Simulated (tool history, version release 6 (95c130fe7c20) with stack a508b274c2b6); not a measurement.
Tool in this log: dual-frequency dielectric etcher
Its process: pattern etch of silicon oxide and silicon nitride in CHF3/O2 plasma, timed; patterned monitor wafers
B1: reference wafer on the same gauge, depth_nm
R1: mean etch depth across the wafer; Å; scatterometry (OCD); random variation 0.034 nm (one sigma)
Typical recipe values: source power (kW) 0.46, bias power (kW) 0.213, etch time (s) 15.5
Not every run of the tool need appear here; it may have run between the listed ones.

{"run": 1, "hour": 0.0, "source power (kW)": 0.46, "bias power (kW)": 0.213, "etch time (s)": 15.5, "B1": 19.8, "R1": 230.2}
{"run": 2, "hour": 13.1, "source power (kW)": 0.37, "bias power (kW)": 0.213, "etch time (s)": 19, "B1": 19.79, "R1": 255.3}
{"run": 3, "hour": 20.4, "source power (kW)": 0.46, "bias power (kW)": 0.213, "etch time (s)": 15.5, "B1": 19.8, "R1": 230.9}
{"run": 4, "hour": 33.8, "source power (kW)": 0.46, "bias power (kW)": 0.213, "etch time (s)": 15.5, "B1": 19.79, "R1": 231.4}
{"run": 5, "hour": 49.1, "source power (kW)": 0.46, "bias power (kW)": 0.213, "etch time (s)": 15.5, "B1": 19.8, "R1": 230.6}
{"run": 6, "hour": 60.3, "source power (kW)": 0.46, "bias power (kW)": 0.213, "etch time (s)": 15.5, "B1": 19.8, "R1": 230.4}
{"run": 7, "hour": 74.1, "source power (kW)": 0.46, "bias power (kW)": 0.213, "etch time (s)": 15.5, "B1": 19.8, "R1": 231.4}
{"run": 8, "hour": 90.0, "source power (kW)": 0.46, "bias power (kW)": 0.213, "etch time (s)": 15.5, "B1": 19.79, "R1": 231.7}
{"run": 9, "hour": 97.0, "source power (kW)": 0.46, "bias power (kW)": 0.213, "etch time (s)": 15.5, "B1": 19.8, "R1": 231.6}
{"run": 10, "hour": 106.4, "source power (kW)": 0.46, "bias power (kW)": 0.213, "etch time (s)": 15.5, "B1": 19.79, "R1": 232.1}
{"run": 11, "hour": 117.7, "source power (kW)": 0.46, "bias power (kW)": 0.213, "etch time (s)": 15.5, "B1": 19.8, "R1": 232}
{"run": 12, "hour": 126.7, "source power (kW)": 0.46, "bias power (kW)": 0.213, "etch time (s)": 15.5, "B1": 19.79, "R1": 232.6}
{"run": 13, "hour": 143.9, "source power (kW)": 0.46, "bias power (kW)": 0.213, "etch time (s)": 15.5, "B1": 19.8, "R1": 232.3}
{"run": 14, "hour": 152.8, "source power (kW)": 0.46, "bias power (kW)": 0.213, "etch time (s)": 15.5, "B1": 19.8, "R1": 232}
{"run": 15, "hour": 164.0, "source power (kW)": 0.46, "bias power (kW)": 0.239, "etch time (s)": 15.5, "B1": 19.79, "R1": 247}
{"run": 16, "hour": 175.2, "source power (kW)": 0.4, "bias power (kW)": 0.213, "etch time (s)": 12, "B1": 19.8, "R1": 168.7}
{"hour": 212.6, "done": "upper electrode replaced"}
{"run": 17, "hour": 213.1, "source power (kW)": 0.38, "bias power (kW)": 0.164, "etch time (s)": 11.5, "B1": 19.81, "R1": 135.7}
{"run": 18, "hour": 213.5, "source power (kW)": 0.56, "bias power (kW)": 0.213, "etch time (s)": 15.5, "B1": 19.79, "R1": 254.3}
{"run": 19, "hour": 213.8, "source power (kW)": 0.53, "bias power (kW)": 0.213, "etch time (s)": 18.5, "B1": 19.79, "R1": 296.6}
{"hour": 218.2, "done": "bias power generator calibrated"}
{"hour": 230.7, "done": "source power generator calibrated"}
{"run": 20, "hour": 231.2, "source power (kW)": 0.46, "bias power (kW)": 0.242, "etch time (s)": 12, "B1": 19.8, "R1": 194.2}
{"hour": 256.7, "done": "wet clean of the chamber"}
{"run": 21, "hour": 257.2, "source power (kW)": 0.46, "bias power (kW)": 0.213, "etch time (s)": 15.5, "B1": 19.81, "R1": 227.4}
{"run": 22, "hour": 257.5, "source power (kW)": 0.54, "bias power (kW)": 0.213, "etch time (s)": 19, "B1": 19.81, "R1": 300.4}
{"hour": 271.1, "done": "gauge calibrated"}
{"run": 23, "hour": 271.3, "source power (kW)": 0.51, "bias power (kW)": 0.213, "etch time (s)": 12, "B1": 19.8, "R1": 184.6}
{"run": 24, "hour": 281.6, "source power (kW)": 0.46, "bias power (kW)": 0.213, "etch time (s)": 15.5, "B1": 19.79, "R1": 227.9}
{"run": 25, "hour": 292.3, "source power (kW)": 0.46, "bias power (kW)": 0.253, "etch time (s)": 19, "B1": 19.8, "R1": 307}
{"run": 26, "hour": 332.7, "source power (kW)": 0.46, "bias power (kW)": 0.229, "etch time (s)": 12, "B1": 19.81, "R1": 184.5}
{"run": 27, "hour": 345.3, "source power (kW)": 0.36, "bias power (kW)": 0.213, "etch time (s)": 17.5, "B1": 19.81, "R1": 231.1}

Alternative continuations, all from the tool just after run 27; predict every row:
{"run": "A", "hour": 345.7, "source power (kW)": 0.46, "bias power (kW)": 0.213, "etch time (s)": 17.5, "B1": "?", "R1": "?"}
{"run": "B", "hour": 345.7, "source power (kW)": 0.38, "bias power (kW)": 0.266, "etch time (s)": 15.5, "B1": "?", "R1": "?"}
{"run": "C", "hour": 345.7, "source power (kW)": 0.38, "bias power (kW)": 0.228, "etch time (s)": 12, "B1": "?", "R1": "?"}
{"run": "D", "hour": 345.7, "source power (kW)": 0.46, "bias power (kW)": 0.169, "etch time (s)": 15.5, "B1": "?", "R1": "?"}

run=A B1=19.8 R1=257.8
run=B B1=19.8 R1=235.7
run=C B1=19.8 R1=168
run=D B1=19.8 R1=199.9
Take away the tool's hidden state, keep each run's random variation, and the runs would have read:
run=A R1=256.8
run=B R1=234.8
run=C R1=167.3
run=D R1=199.2

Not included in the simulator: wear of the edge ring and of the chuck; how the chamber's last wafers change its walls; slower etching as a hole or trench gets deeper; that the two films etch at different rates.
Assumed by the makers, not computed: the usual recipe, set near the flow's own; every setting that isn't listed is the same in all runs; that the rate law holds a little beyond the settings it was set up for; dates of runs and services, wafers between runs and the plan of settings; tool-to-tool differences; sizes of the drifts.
